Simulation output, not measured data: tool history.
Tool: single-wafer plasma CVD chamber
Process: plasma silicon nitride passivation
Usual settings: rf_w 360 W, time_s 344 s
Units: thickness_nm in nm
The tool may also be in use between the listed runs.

| run | day | rf_w | time_s | read-back reference wafer on the same gauge, thickness_nm | thickness_nm |
|---|---|---|---|---|---|
| 1 | 0 | 360 | 362 | 390.637 | 489.7 |
| 2 | 0.775 | 360 | 362 | 391.018 | 492.66 |
| 3 | 1.825 | 360 | 344 | 390.774 | 467.114 |
| 4 | 2.779 | 405 | 344 | 390.972 | 483.272 |
| 5 | 4.212 | 405 | 344 | 390.773 | 484.942 |
| 6 | 5.7 | 360 | 344 | 391.371 | 465.466 |
| 7 | 6.362 | 360 | 344 | 391.328 | 465.552 |
| 8 | 8.375 | 395 | 344 | 390.883 | 479.934 |
| 9 | 9.642 | 395 | 344 | 391.408 | 480.367 |
| 10 | 11.512 | 395 | 344 | 390.962 | 477.064 |
|  | 15.408 | showerhead replaced |
| 11 | 15.429 | 360 | 326 | 390.88 | 444.012 |
| 12 | 16.217 | 360 | 326 | 390.463 | 437.693 |
| 13 | 16.917 | 360 | 344 | 390.639 | 462.671 |
| 14 | 20.329 | 360 | 344 | 391.188 | 461.865 |
| 15 | 21.642 | 420 | 278 | 391.181 | 392.4 |
| 16 | 22.412 | 335 | 326 | 390.591 | 425.364 |
|  | 23.717 | RF generator calibrated |
| 17 | 23.738 | 400 | 378 | 390.448 | 542.88 |
| 18 | 24.192 | 430 | 344 | 391.312 | 506.86 |
| 19 | 25.362 | 340 | 404 | 390.887 | 547.886 |
| 20 | 26.325 | 360 | 344 | 391.453 | 477.694 |
|  | 27.012 | gauge calibrated |
| 21 | 27.017 | 360 | 344 | 391.276 | 477.818 |
| 22 | 27.546 | 395 | 344 | 390.677 | 493.516 |
| 23 | 28.442 | 360 | 344 | 391.208 | 477.032 |
| 24 | 29.029 | 335 | 344 | 390.974 | 465.654 |
| 25 | 29.996 | 360 | 344 | 391.033 | 477.837 |
| 26 | 31.254 | 335 | 299 | 391.254 | 406.354 |

Run 27 comes next. What will it give?
| 27 | 32.488 | 290 | 283 | ? | ? |

Run 27 gave read-back reference wafer on the same gauge, thickness_nm 391.326, thickness_nm 362.648 nm.
Without the tool's hidden state the same run would have given thickness_nm 364.603 nm.
